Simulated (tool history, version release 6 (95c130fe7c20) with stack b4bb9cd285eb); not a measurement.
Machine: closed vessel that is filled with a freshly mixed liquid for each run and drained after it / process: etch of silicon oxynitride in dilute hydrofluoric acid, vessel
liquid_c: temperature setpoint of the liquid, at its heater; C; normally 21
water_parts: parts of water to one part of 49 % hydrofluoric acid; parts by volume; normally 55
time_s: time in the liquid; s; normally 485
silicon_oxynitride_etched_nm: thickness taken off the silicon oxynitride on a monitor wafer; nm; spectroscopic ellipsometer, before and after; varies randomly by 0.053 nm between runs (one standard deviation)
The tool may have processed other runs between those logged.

run,hour,liquid_c,water_parts,time_s,"read-back film thickness of the silicon oxynitride reference wafer, read on the same gauge (nm)",silicon_oxynitride_etched_nm
1,0,21,45,600,100.03,18.37
2,38,21,45,600,100.03,18.29
3,92.5,21,45,600,100.02,18.44
4,161,21,55,485,100,12.21
# hour 176.8: thermometer replaced
5,212,21,55,485,100,12.15
6,281.1,21,55,485,99.95,12.22
7,374.9,24,55,485,100,14.15
# hour 406.9: hydrofluoric acid flow meter replaced
# hour 582.1: hydrofluoric acid flow meter replaced, repeated, since the last time left the tool worse
# hour 642.3: thermometer replaced
8,643.1,18,55,630,100.03,13.38
9,695.5,21,55,485,99.98,11.99
10,771.1,24.5,75,485,99.97,10.33
# hour 831.6: gauge calibrated
11,875.8,18,30,705,100.02,27.76
12,966.4,17.5,45,350,100.02,8.97
13,1060.7,21,80,340,99.95,5.69

Run 14 comes next. What will it give?
14,1163.5,21,55,485,?,?

{"run 14": {"read-back film thickness of the silicon oxynitride reference wafer, read on the same gauge (nm)": 100, "silicon_oxynitride_etched_nm": 12.27}}
If the tool had no hidden condition, the same run with the same run-to-run variation would have returned silicon_oxynitride_etched_nm 11.95 nm.

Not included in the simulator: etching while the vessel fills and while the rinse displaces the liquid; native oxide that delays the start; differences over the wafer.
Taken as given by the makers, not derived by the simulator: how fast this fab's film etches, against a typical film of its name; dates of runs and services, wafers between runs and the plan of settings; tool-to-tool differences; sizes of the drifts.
